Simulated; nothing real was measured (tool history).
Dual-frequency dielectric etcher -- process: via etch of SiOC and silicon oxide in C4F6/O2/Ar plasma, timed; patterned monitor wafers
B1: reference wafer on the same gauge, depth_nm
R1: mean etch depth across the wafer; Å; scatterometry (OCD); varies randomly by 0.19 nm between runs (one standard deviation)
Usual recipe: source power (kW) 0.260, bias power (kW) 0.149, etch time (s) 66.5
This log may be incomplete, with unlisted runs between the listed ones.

Run 1, day 0.000: usual settings but source power (kW) 0.230; B1 51.8. Result: R1 550 Å.
Run 2, day 0.383: usual settings but source power (kW) 0.230; B1 51.8. Result: R1 550 Å.
Run 3, day 0.896: usual settings; B1 51.8. Result: R1 571 Å.
Run 4, day 1.638: usual settings; B1 51.8. Result: R1 567 Å.
Run 5, day 2.338: usual settings; B1 51.8. Result: R1 569 Å.
Run 6, day 3.033: usual settings but etch time (s) 75.5; B1 51.8. Result: R1 647 Å.
Run 7, day 3.512: usual settings but etch time (s) 75.5; B1 51.8. Result: R1 645 Å.
At day 4.550: source power generator calibrated.
At day 4.938: upper electrode replaced.
At day 5.096: wet clean of the chamber.
Run 8, day 5.117: usual settings but source power (kW) 0.230; B1 51.9. Result: R1 530 Å.
Run 9, day 5.133: usual settings; B1 51.7. Result: R1 545 Å.
Run 10, day 5.146: usual settings but source power (kW) 0.310, bias power (kW) 0.166, etch time (s) 86.0; B1 51.8. Result: R1 768 Å.
At day 5.492: bias power generator calibrated.
Run 11, day 5.662: usual settings but source power (kW) 0.230; B1 51.8. Result: R1 532 Å.
Run 12, day 6.104: usual settings but source power (kW) 0.230, bias power (kW) 0.127, etch time (s) 82.0; B1 51.8. Result: R1 612 Å.
At day 6.200: gauge calibrated.
Run 13, day 6.742: usual settings but source power (kW) 0.210, bias power (kW) 0.132, etch time (s) 84.0; B1 51.8. Result: R1 622 Å.
Run 14, day 7.100: usual settings but source power (kW) 0.320, bias power (kW) 0.125, etch time (s) 77.5; B1 51.8. Result: R1 620 Å.
Run 15, day 8.229: usual settings but source power (kW) 0.220, bias power (kW) 0.118, etch time (s) 82.0; B1 51.8. Result: R1 588 Å.

What if the next run were any one of these 4? Each begins from the tool's condition after run 15:
Run A, day 8.246: usual settings but source power (kW) 0.310; B1 ?. Result: R1 ?.
Run B, day 8.246: usual settings but source power (kW) 0.230, etch time (s) 81.0; B1 ?. Result: R1 ?.
Run C, day 8.246: usual settings but source power (kW) 0.300, bias power (kW) 0.164; B1 ?. Result: R1 ?.
Run D, day 8.246: usual settings but source power (kW) 0.210, bias power (kW) 0.166; B1 ?. Result: R1 ?.

run    B1   R1
  A  51.8  571
  B  51.8  649
  C  51.8  591
  D  51.8  548
Without the tool's hidden state the same runs would have given:
run   R1
  A  569
  B  647
  C  589
  D  547
